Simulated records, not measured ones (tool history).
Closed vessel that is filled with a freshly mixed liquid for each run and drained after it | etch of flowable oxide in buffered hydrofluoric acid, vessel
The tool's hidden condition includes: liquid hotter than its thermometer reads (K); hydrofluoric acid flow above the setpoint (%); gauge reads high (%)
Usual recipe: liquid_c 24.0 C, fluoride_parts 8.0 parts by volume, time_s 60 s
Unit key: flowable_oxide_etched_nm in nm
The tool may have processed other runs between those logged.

run   hour  liquid_c  fluoride_parts  time_s  wafers since the last listed run  hours since the thermometer was replaced  hours since the hydrofluoric acid flow meter was replaced  hours since the gauge calibration  read-back film thickness of the flowable oxide reference wafer, read on the same gauge (nm)  flowable_oxide_etched_nm
  1    0.0      24.0             8.0      35                                 0                                     298.9                                                     2118.2                              511.5                                                                                       129.99                    222.27
  2   33.1      24.0             8.0      35                              2703                                     332.0                                                     2151.3                              544.6                                                                                       129.97                    225.29
  3   64.4      25.5             8.0      60                              2556                                     363.3                                                     2182.6                              575.9                                                                                       130.00                    415.03
  4   78.8      25.5             8.0      60                              1176                                     377.7                                                     2197.0                              590.3                                                                                       130.02                    417.50
  5  100.8      25.5             8.0      60                              1796                                     399.7                                                     2219.0                              612.3                                                                                       130.00                    418.60
  6  134.2      24.0             8.0      75                              2727                                     433.1                                                     2252.4                              645.7                                                                                       129.99                    482.09
  7  168.8      24.0             8.0      75                              2825                                     467.7                                                     2287.0                              680.3                                                                                       130.01                    481.34
  8  201.8      26.5             8.0      60                              2695                                     500.7                                                     2320.0                              713.3                                                                                       130.01                    446.23
  9  220.1      26.5             8.0      60                              1494                                     519.0                                                     2338.3                              731.6                                                                                       130.00                    440.08
 10  239.1      26.5             8.0      60                              1551                                     538.0                                                     2357.3                              750.6                                                                                       130.00                    442.53
 11  266.8      24.0             8.0      60                              2262                                     565.7                                                     2385.0                              778.3                                                                                       130.00                    388.03
 12  301.0      24.0             8.0      60                              2793                                     599.9                                                     2419.2                              812.5                                                                                       130.03                    390.95
     314.8  -- hydrofluoric acid flow meter replaced
 13  320.4      25.5             8.0      80                              1502                                     619.3                                                        5.6                              831.9                                                                                       129.99                    565.26
 14  333.5      24.0             8.0      60                              1069                                     632.4                                                       18.7                              845.0                                                                                       130.01                    393.39
     357.2  -- thermometer replaced
 15  367.8      28.5             9.0      60                              2719                                      10.6                                                       53.0                              879.3                                                                                       129.99                    419.97
 16  401.2      20.5             6.0      60                              2727                                      44.0                                                       86.4                              912.7                                                                                       130.02                    408.76
 17  420.4      24.0             8.0      30                              1568                                      63.2                                                      105.6                              931.9                                                                                       130.02                    188.30
 18  454.1      19.5             8.0      45                              2752                                      96.9                                                      139.3                              965.6                                                                                       130.01                    220.48
 19  528.3      24.0             5.5      60                              6059                                     171.1                                                      213.5                             1039.8                                                                                       130.01                    538.81
     529.7  -- gauge calibrated
 20  560.3      19.5             9.5      35                              2613                                     203.1                                                      245.5                               30.6                                                                                       129.98                    146.70
 21  594.6      24.0             8.0      60                              2801                                     237.4                                                      279.8                               64.9                                                                                       130.01                    380.61
 22  617.8      21.0             5.5      90                              1894                                     260.6                                                      303.0                               88.1                                                                                       129.99                    686.56
 23  638.4      24.0             9.5      35                              1682                                     281.2                                                      323.6                              108.7                                                                                       130.02                    190.22
 24  673.2      25.5             8.0      60                              2842                                     316.0                                                      358.4                              143.5                                                                                       129.99                    411.40
 25  699.7      19.5             6.5      35                              2164                                     342.5                                                      384.9                              170.0                                                                                       129.99                    216.17
 26  714.7      28.0             8.0      60                              1225                                     357.5                                                      399.9                              185.0                                                                                       130.00                    478.10
 27  746.8      19.5             6.0      35                              2621                                     389.6                                                      432.0                              217.1                                                                                       130.02                    231.70
 28  770.7      24.0             8.0      60                              1951                                     413.5                                                      455.9                              241.0                                                                                       130.00                    386.86
 29  800.7      24.0             6.0      60                              2450                                     443.5                                                      485.9                              271.0                                                                                       130.00                    509.84
 30  820.2      19.5             8.0      60                              1592                                     463.0                                                      505.4                              290.5                                                                                       130.01                    302.39
 31  846.8      24.0             8.0      60                              2172                                     489.6                                                      532.0                              317.1                                                                                       130.01                    387.42
 32  866.0      24.0             8.0      60                              1568                                     508.8                                                      551.2                              336.3                                                                                       130.00                    388.64
 33  896.0      24.0             8.0      60                              2450                                     538.8                                                      581.2                              366.3                                                                                       130.01                    388.01
     916.8  -- thermometer replaced
 34  917.3      19.5             6.0      80                              1657                                       0.5                                                      602.5                              387.6                                                                                       130.00                    513.36

Forecast each of these 3 alternatives for the next run:
  A  918.0      24.0             8.0      80                                57                                       1.2                                                      603.2                              388.3                                                                                            ?                         ?
  B  918.0      20.5             8.0      35                                57                                       1.2                                                      603.2                              388.3                                                                                            ?                         ?
  C  918.0      24.0             5.5      90                                57                                       1.2                                                      603.2                              388.3                                                                                            ?                         ?

run  read-back film thickness of the flowable oxide reference wafer, read on the same gauge (nm)  flowable_oxide_etched_nm
  A                                                                                       129.99                    499.89
  B                                                                                       129.99                    180.36
  C                                                                                       129.99                    799.23
The same runs, with their run-to-run variation unchanged, on a tool lacking any hidden condition would have given:
run  flowable_oxide_etched_nm
  A                    496.63
  B                    179.16
  C                    794.04
